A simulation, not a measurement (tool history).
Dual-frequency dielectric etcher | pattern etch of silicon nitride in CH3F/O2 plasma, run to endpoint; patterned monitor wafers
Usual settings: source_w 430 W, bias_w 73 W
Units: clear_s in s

run   hour  source_w  bias_w  incoming incoming film thickness, nm  clear_s
  1    0.0       430      73                                 107.7    110.3
  2    7.0       430      73                                 108.3    110.8
      23.5  -- bias power generator calibrated
      47.3  -- upper electrode replaced
  3   47.8       370      83                                 106.8    111.1
  4   48.2       430      73                                 107.1    109.7
  5   48.5       430      84                                 107.2    105.6
  6   61.3       430      73                                 108.6    110.4
  7   71.2       430      73                                 106.6    108.3
  8   80.3       430      73                                 107.2    109.4
  9   86.6       430      73                                 107.2    109.0
 10   97.1       430      73                                 108.1    110.3
 11  109.3       430      73                                 108.9    110.8
 12  119.6       430      73                                 107.0    108.9
 13  128.7       430      73                                 107.4    109.3
     153.3  -- wet clean of the chamber
 14  153.8       470      62                                 107.7    113.9
 15  154.2       430      73                                 107.5    112.5
 16  154.6       540      79                                 109.0    103.1
 17  165.7       530      73                                 107.9    105.3
 18  173.1       430      73                                 107.2    111.9
 19  182.2       470      86                                 107.1    103.6
 20  189.1       530      60                                 107.6    108.9
     193.8  -- source power generator calibrated
 21  199.1       530      64                                 107.2    107.5
 22  216.8       430      73                                 107.3    111.3
 23  225.7       430      89                                 106.4    105.1
 24  237.4       350      85                                 107.4    114.9
 25  251.6       430      73                                 107.8    112.0
 26  260.8       480      58                                 107.4    112.9
 27  269.0       390      62                                 108.0    120.6
 28  277.8       360      60                                 107.6    124.5
 29  292.8       400      73                                 107.6    114.0
 30  308.6       320      78                                 107.7    121.0
 31  325.2       360      78                                 108.6    116.6
 32  331.3       430      73                                 107.7    111.1
 33  339.8       350      64                                 108.1    123.5
 34  346.8       430      73                                 107.7    110.7
 35  385.3       390      78                                 108.5    113.4

Forecast each of these 4 alternatives for the next run:
  A  385.8       430      73                                 107.4        ?
  B  385.8       470      78                                 107.4        ?
  C  385.8       380      90                                 107.4        ?
  D  385.8       520      73                                 107.4        ?

run  clear_s
  A    110.7
  B    105.5
  C    109.1
  D    103.6
Without the tool's hidden state the same runs would have given:
run  clear_s
  A    112.4
  B    107.1
  C    110.8
  D    105.2
